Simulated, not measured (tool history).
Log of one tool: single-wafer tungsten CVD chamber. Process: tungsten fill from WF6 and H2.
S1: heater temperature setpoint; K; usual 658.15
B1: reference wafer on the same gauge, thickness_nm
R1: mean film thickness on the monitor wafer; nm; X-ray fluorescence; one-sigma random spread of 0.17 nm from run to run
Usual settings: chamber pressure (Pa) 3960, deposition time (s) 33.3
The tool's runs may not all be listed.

run 1 hour=0.0 | S1=658.15 chamber_pressure_(Pa)=3960 deposition_time_(s)=33.3 | B1=75.013 | R1=71.118
run 2 hour=64.3 | S1=658.15 chamber_pressure_(Pa)=3960 deposition_time_(s)=33.3 | B1=74.978 | R1=71.117
run 3 hour=124.5 | S1=658.15 chamber_pressure_(Pa)=3960 deposition_time_(s)=33.3 | B1=74.967 | R1=70.980
run 4 hour=155.2 | S1=658.15 chamber_pressure_(Pa)=3960 deposition_time_(s)=33.3 | B1=75.049 | R1=71.086
run 5 hour=211.9 | S1=658.15 chamber_pressure_(Pa)=3960 deposition_time_(s)=33.3 | B1=75.006 | R1=70.802
run 6 hour=261.2 | S1=658.15 chamber_pressure_(Pa)=3960 deposition_time_(s)=33.3 | B1=75.003 | R1=71.090
run 7 hour=301.8 | S1=658.15 chamber_pressure_(Pa)=3960 deposition_time_(s)=33.3 | B1=74.992 | R1=70.895
run 8 hour=359.4 | S1=658.15 chamber_pressure_(Pa)=3960 deposition_time_(s)=33.3 | B1=74.994 | R1=71.038
run 9 hour=403.7 | S1=658.15 chamber_pressure_(Pa)=3960 deposition_time_(s)=33.3 | B1=75.009 | R1=71.132
-- hour=429.6 thermocouple changed; heater temperature recalibrated
-- hour=473.2 capacitance manometer re-zeroed and calibrated
run 10 hour=473.7 | S1=665.15 chamber_pressure_(Pa)=4493 deposition_time_(s)=33.3 | B1=75.023 | R1=85.552
-- hour=532.4 showerhead replaced
run 11 hour=532.9 | S1=665.15 chamber_pressure_(Pa)=4493 deposition_time_(s)=33.3 | B1=74.999 | R1=85.594
run 12 hour=555.2 | S1=665.15 chamber_pressure_(Pa)=4493 deposition_time_(s)=33.3 | B1=74.957 | R1=85.263
run 13 hour=607.8 | S1=658.15 chamber_pressure_(Pa)=3960 deposition_time_(s)=33.3 | B1=75.018 | R1=72.524
run 14 hour=675.3 | S1=658.15 chamber_pressure_(Pa)=3960 deposition_time_(s)=33.3 | B1=74.979 | R1=72.333
run 15 hour=701.5 | S1=646.15 chamber_pressure_(Pa)=4213 deposition_time_(s)=37.2 | B1=75.059 | R1=66.666
run 16 hour=758.6 | S1=646.15 chamber_pressure_(Pa)=3306 deposition_time_(s)=26.9 | B1=74.990 | R1=44.318
run 17 hour=805.3 | S1=658.15 chamber_pressure_(Pa)=4600 deposition_time_(s)=35.5 | B1=75.001 | R1=80.754
-- hour=854.5 gauge calibrated
run 18 hour=862.7 | S1=671.15 chamber_pressure_(Pa)=3960 deposition_time_(s)=33.3 | B1=74.989 | R1=90.012
run 19 hour=908.0 | S1=658.15 chamber_pressure_(Pa)=3960 deposition_time_(s)=33.3 | B1=74.975 | R1=72.072
run 20 hour=969.9 | S1=663.15 chamber_pressure_(Pa)=3960 deposition_time_(s)=33.3 | B1=74.999 | R1=78.490
run 21 hour=1013.9 | S1=658.15 chamber_pressure_(Pa)=3960 deposition_time_(s)=36.4 | B1=74.992 | R1=78.426
run 22 hour=1052.8 | S1=672.15 chamber_pressure_(Pa)=4493 deposition_time_(s)=39.8 | B1=75.008 | R1=113.334
run 23 hour=1095.0 | S1=658.15 chamber_pressure_(Pa)=3266 deposition_time_(s)=40.0 | B1=75.031 | R1=80.765
run 24 hour=1128.2 | S1=658.15 chamber_pressure_(Pa)=3960 deposition_time_(s)=33.3 | B1=75.051 | R1=71.943
run 25 hour=1175.3 | S1=664.15 chamber_pressure_(Pa)=4213 deposition_time_(s)=36.6 | B1=75.057 | R1=89.086
run 26 hour=1228.7 | S1=658.15 chamber_pressure_(Pa)=3960 deposition_time_(s)=33.3 | B1=74.997 | R1=71.572
run 27 hour=1265.8 | S1=645.15 chamber_pressure_(Pa)=3960 deposition_time_(s)=31.1 | B1=75.007 | R1=52.895
run 28 hour=1305.2 | S1=672.15 chamber_pressure_(Pa)=4360 deposition_time_(s)=33.3 | B1=75.056 | R1=93.211

Forecast each of these 5 alternatives for the next run:
run A hour=1305.6 | S1=658.15 chamber_pressure_(Pa)=3960 deposition_time_(s)=38.8 | B1=? | R1=?
run B hour=1305.6 | S1=650.15 chamber_pressure_(Pa)=4840 deposition_time_(s)=30.3 | B1=? | R1=?
run C hour=1305.6 | S1=668.15 chamber_pressure_(Pa)=4626 deposition_time_(s)=33.3 | B1=? | R1=?
run D hour=1305.6 | S1=649.15 chamber_pressure_(Pa)=3960 deposition_time_(s)=28.9 | B1=? | R1=?
run E hour=1305.6 | S1=668.15 chamber_pressure_(Pa)=4800 deposition_time_(s)=33.3 | B1=? | R1=?

run=A B1=74.992 R1=83.225
run=B B1=74.992 R1=60.354
run=C B1=74.992 R1=89.268
run=D B1=74.992 R1=52.776
run=E B1=74.992 R1=90.415
With the hidden condition removed and each run's random variation left untouched, the same runs would have given:
run=A R1=84.526
run=B R1=61.285
run=C R1=90.645
run=D R1=53.601
run=E R1=91.809
